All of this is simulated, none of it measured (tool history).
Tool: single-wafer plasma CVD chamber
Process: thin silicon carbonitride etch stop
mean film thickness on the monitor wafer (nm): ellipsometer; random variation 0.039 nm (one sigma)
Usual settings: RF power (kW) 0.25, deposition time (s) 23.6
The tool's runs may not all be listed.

run	hour	RF power (kW)	deposition time (s)	read-back reference wafer on the same gauge, thickness_nm	mean film thickness on the monitor wafer (nm)
1	0	0.25	23.6	13.198	12.967
2	74.2	0.25	25.1	13.199	13.704
3	153.6	0.25	25.1	13.21	13.717
4	241	0.25	23.6	13.214	13.005
# hour 251.7: RF generator calibrated
5	329.4	0.25	23.6	13.218	13.265
6	409.1	0.25	23.6	13.193	13.152
7	452.5	0.25	23.6	13.199	13.144
8	525.7	0.25	23.6	13.19	13.088
9	569.6	0.25	23.6	13.189	13.083
10	633.9	0.25	23.6	13.201	13.137
11	733.6	0.25	23.6	13.217	13.092
12	773.8	0.25	23.6	13.2	13.047
13	853	0.25	23.6	13.204	13.07
14	960.7	0.27	23.6	13.208	13.249
15	1019.9	0.25	23.6	13.212	13.025
# hour 1070.1: gauge calibrated
16	1256.8	0.25	23.6	13.205	12.99
17	1355.5	0.25	23.6	13.191	12.938
18	1415.3	0.2	27.4	13.193	14.139
19	1453.5	0.265	20.9	13.197	11.627
20	1551.5	0.25	23.6	13.194	13.014
21	1606	0.265	28.3	13.202	15.807
22	1905	0.27	25.1	13.215	13.963
23	1949.1	0.275	25.1	13.197	14.084
24	2036.6	0.205	19	13.202	9.824
25	2089.2	0.28	21.9	13.201	12.419
# hour 2145.6: thermocouple changed; heater temperature recalibrated
26	2177.8	0.275	20.3	13.197	11.435
27	2260.3	0.235	24.9	13.18	13.433
# hour 2280: RF generator calibrated
# hour 2318.1: showerhead replaced
28	2564.5	0.25	23.6	13.204	13.076
29	2656.8	0.25	23.6	13.204	13.088
30	2705.6	0.25	23.6	13.199	13.084
31	2790	0.205	23.6	13.196	12.353
32	2877.5	0.25	23.6	13.2	13.002
33	2958.6	0.295	25.2	13.201	14.478
34	3020.8	0.295	23.6	13.207	13.615

Forecast each of these 4 alternatives for the next run:
A	3021.2	0.25	23.6	?	?
B	3021.2	0.225	21.2	?	?
C	3021.2	0.275	20.1	?	?
D	3021.2	0.295	19.6	?	?

run	read-back reference wafer on the same gauge, thickness_nm	mean film thickness on the monitor wafer (nm)
A	13.197	12.978
B	13.197	11.333
C	13.197	11.343
D	13.197	11.275
Without the tool's hidden state the same runs would have given:
run	mean film thickness on the monitor wafer (nm)
A	13.224
B	11.548
C	11.558
D	11.489
